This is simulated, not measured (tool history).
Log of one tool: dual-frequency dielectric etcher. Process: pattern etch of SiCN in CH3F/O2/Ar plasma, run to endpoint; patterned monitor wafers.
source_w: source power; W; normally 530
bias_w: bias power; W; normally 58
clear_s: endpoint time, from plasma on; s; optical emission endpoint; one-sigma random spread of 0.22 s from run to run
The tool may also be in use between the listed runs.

run	hour	source_w	bias_w	wafers since the last listed run	hours since the last wet clean	hours since the last source power generator calibration	hours since the last bias power generator calibration	hours since the last upper electrode change	incoming incoming film thickness, nm	clear_s
1	0.0	530	58	0	156.5	3331.5	1552.9	3522.4	11.10	27.7
2	91.0	530	47	1172	247.5	3422.5	1643.9	3613.4	11.19	29.7
3	136.3	530	47	583	292.8	3467.8	1689.2	3658.7	11.13	30.2
4	196.3	530	47	773	352.8	3527.8	1749.2	3718.7	11.04	29.9
5	232.3	530	49	463	388.8	3563.8	1785.2	3754.7	11.12	29.9
# hour 308.7: wet clean of the chamber
6	339.6	530	58	1073	30.9	3671.1	1892.5	3862.0	11.06	27.4
7	379.1	500	64	509	70.4	3710.6	1932.0	3901.5	11.06	26.7
# hour 392.9: bias power generator calibrated
8	485.4	500	64	1318	176.7	3816.9	92.5	4007.8	11.04	26.8
9	556.3	500	64	913	247.6	3887.8	163.4	4078.7	11.07	27.2
10	612.6	530	58	725	303.9	3944.1	219.7	4135.0	11.05	27.2
11	651.8	530	58	505	343.1	3983.3	258.9	4174.2	11.09	27.6
# hour 724.4: upper electrode replaced
12	724.9	530	58	632	416.2	4056.4	332.0	0.5	11.04	27.1
13	792.1	450	50	866	483.4	4123.6	399.2	67.7	11.05	31.1
14	845.2	460	72	684	536.5	4176.7	452.3	120.8	11.26	27.4
# hour 891.4: wet clean of the chamber
15	891.9	530	71	292	0.5	4223.4	499.0	167.5	10.99	24.8
16	980.8	410	70	1145	89.4	4312.3	587.9	256.4	11.00	27.8
17	1061.7	610	58	1042	170.3	4393.2	668.8	337.3	11.16	26.1
18	1162.9	400	45	1304	271.5	4494.4	770.0	438.5	11.03	34.7
# hour 1206.5: source power generator calibrated
19	1219.9	530	58	683	328.5	13.4	827.0	495.5	11.10	27.9
20	1286.8	590	52	862	395.4	80.3	893.9	562.4	11.03	27.6
# hour 1367.8: wet clean of the chamber
21	1368.3	650	58	741	0.5	161.8	975.4	643.9	11.06	24.7
22	1403.9	560	70	458	36.1	197.4	1011.0	679.5	11.03	24.3
23	1450.0	530	49	594	82.2	243.5	1057.1	725.6	11.28	29.8
24	1517.2	660	51	866	149.4	310.7	1124.3	792.8	11.09	26.3
25	1554.2	470	58	476	186.4	347.7	1161.3	829.8	11.19	29.1
26	1635.3	610	65	1045	267.5	428.8	1242.4	910.9	11.17	24.9
27	1709.9	410	70	961	342.1	503.4	1317.0	985.5	11.13	29.2
28	1790.6	590	45	1040	422.8	584.1	1397.7	1066.2	11.16	29.5
29	1894.4	530	70	1337	526.6	687.9	1501.5	1170.0	11.19	26.4
# hour 1936.1: wet clean of the chamber
30	1956.8	450	63	494	20.7	750.3	1563.9	1232.4	11.19	28.6
31	2023.2	470	64	855	87.1	816.7	1630.3	1298.8	11.16	27.9
32	2076.5	630	54	686	140.4	870.0	1683.6	1352.1	11.11	26.4
33	2146.8	530	58	905	210.7	940.3	1753.9	1422.4	11.09	27.5
# hour 2183.3: bias power generator calibrated
34	2211.9	480	49	787	275.8	1005.4	28.6	1487.5	11.04	30.6

Hidden state at the last listed run before each entry between runs and at the first one after, where it differs:
Logged between run 5 and run 6: wet clean of the chamber (hour 308.7)
  etch rate over this chamber's usual, %: -2.42 -> 0.391
  measured value less the no-hidden-state value, clear_s: +0.7 -> -0.1 s
Logged between run 7 and run 8: bias power generator calibrated (hour 392.9)
  etch rate over this chamber's usual, %: 0.155 -> -0.48
  measured value less the no-hidden-state value, clear_s: +0.0 -> +0.1 s
Logged between run 11 and run 12: upper electrode replaced (hour 724.4)
  etch rate over this chamber's usual, %: -1.47 -> -1.91
  measured value less the no-hidden-state value, clear_s: +0.4 -> +0.5 s
Logged between run 14 and run 15: wet clean of the chamber (hour 891.4)
  etch rate over this chamber's usual, %: -2.63 -> -0.263
  measured value less the no-hidden-state value, clear_s: +0.8 -> +0.1 s
Logged between run 18 and run 19: source power generator calibrated (hour 1206.5)
  etch rate over this chamber's usual, %: -1.88 -> -2.22
  measured value less the no-hidden-state value, clear_s: +0.7 -> +0.6 s
Logged between run 20 and run 21: wet clean of the chamber (hour 1367.8)
  etch rate over this chamber's usual, %: -2.62 -> -0.129
  measured value less the no-hidden-state value, clear_s: +0.7 -> +0.0 s
Logged between run 29 and run 30: wet clean of the chamber (hour 1936.1)
  etch rate over this chamber's usual, %: -3.27 -> -0.424
  measured value less the no-hidden-state value, clear_s: +0.8 -> +0.1 s
Logged between run 33 and run 34: bias power generator calibrated (hour 2183.3)
  etch rate over this chamber's usual, %: -1.56 -> -1.95
  measured value less the no-hidden-state value, clear_s: +0.5 -> +0.6 s
